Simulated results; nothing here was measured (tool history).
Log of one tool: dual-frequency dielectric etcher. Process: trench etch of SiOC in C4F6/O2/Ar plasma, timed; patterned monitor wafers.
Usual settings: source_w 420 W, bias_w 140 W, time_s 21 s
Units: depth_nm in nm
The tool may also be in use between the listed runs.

| run | hour | source_w | bias_w | time_s | read-back reference wafer on the same gauge, depth_nm | depth_nm |
|---|---|---|---|---|---|---|
| 1 | 0 | 490 | 140 | 21 | 47.11 | 44.19 |
| 2 | 97.8 | 420 | 140 | 21 | 47.1 | 40.23 |
| 3 | 163.2 | 420 | 140 | 21 | 47.11 | 40.27 |
| 4 | 213.3 | 340 | 140 | 21 | 47.09 | 34.92 |
| 5 | 259.9 | 340 | 140 | 21 | 47.13 | 34.87 |
|  | 301 | wet clean of the chamber |
| 6 | 302.1 | 420 | 140 | 21 | 47.1 | 40.2 |
| 7 | 410.1 | 420 | 140 | 21 | 47.1 | 40.18 |
| 8 | 467.8 | 420 | 140 | 21 | 47.11 | 40.35 |
| 9 | 546.2 | 370 | 140 | 21 | 47.09 | 36.68 |
| 10 | 595.9 | 420 | 140 | 21 | 47.09 | 40.02 |
| 11 | 665.3 | 420 | 140 | 21 | 47.1 | 40.13 |
|  | 688.4 | source power generator calibrated |
| 12 | 720.3 | 500 | 158 | 19 | 47.08 | 44 |
|  | 730 | gauge calibrated |
| 13 | 774.2 | 460 | 122 | 21 | 47.09 | 41.08 |
|  | 857.7 | wet clean of the chamber |
|  | 942.9 | upper electrode replaced, of another model than before |
| 14 | 1069.9 | 450 | 128 | 23.5 | 47.1 | 45.75 |
|  | 1118.7 | bias power generator calibrated |
| 15 | 1119.2 | 520 | 140 | 18.5 | 47.09 | 44.38 |
| 16 | 1194.6 | 330 | 111 | 18.5 | 47.12 | 19.99 |
| 17 | 1233 | 390 | 126 | 17.5 | 47.11 | 28.53 |
| 18 | 1333.8 | 420 | 140 | 21 | 47.08 | 41.1 |
| 19 | 1404.8 | 460 | 162 | 21 | 47.1 | 50.11 |
|  | 1478.7 | wet clean of the chamber |
| 20 | 1496 | 380 | 153 | 24.5 | 47.09 | 45.76 |
| 21 | 1585.6 | 380 | 171 | 27 | 47.08 | 54.53 |
| 22 | 1636.6 | 420 | 121 | 25.5 | 47.12 | 43.7 |
| 23 | 1730.5 | 390 | 140 | 25.5 | 47.13 | 45.46 |
| 24 | 1837.7 | 460 | 112 | 26 | 47.1 | 44.8 |
| 25 | 1889.8 | 470 | 161 | 21 | 47.1 | 51.03 |
| 26 | 1974.7 | 420 | 164 | 21 | 47.11 | 45.9 |
| 27 | 2038.2 | 420 | 140 | 18.5 | 47.08 | 35.65 |
|  | 2128.4 | wet clean of the chamber |
| 28 | 2128.9 | 420 | 140 | 21 | 47.08 | 40.55 |

5 ways to go on from here, each from the tool as it stands after run 28. What would each give?
| A | 2129.3 | 420 | 140 | 21 | ? | ? |
| B | 2129.3 | 350 | 108 | 26 | ? | ? |
| C | 2129.3 | 330 | 149 | 21 | ? | ? |
| D | 2129.3 | 360 | 140 | 21 | ? | ? |
| E | 2129.3 | 490 | 140 | 26 | ? | ? |

| run | read-back reference wafer on the same gauge, depth_nm | depth_nm |
|---|---|---|
| A | 47.08 | 40.73 |
| B | 47.08 | 29.95 |
| C | 47.08 | 30.31 |
| D | 47.08 | 33.46 |
| E | 47.08 | 58.59 |
Without the tool's hidden state the same runs would have given:
| run | depth_nm |
|---|---|
| A | 41.71 |
| B | 30.71 |
| C | 31.01 |
| D | 34.25 |
| E | 60 |

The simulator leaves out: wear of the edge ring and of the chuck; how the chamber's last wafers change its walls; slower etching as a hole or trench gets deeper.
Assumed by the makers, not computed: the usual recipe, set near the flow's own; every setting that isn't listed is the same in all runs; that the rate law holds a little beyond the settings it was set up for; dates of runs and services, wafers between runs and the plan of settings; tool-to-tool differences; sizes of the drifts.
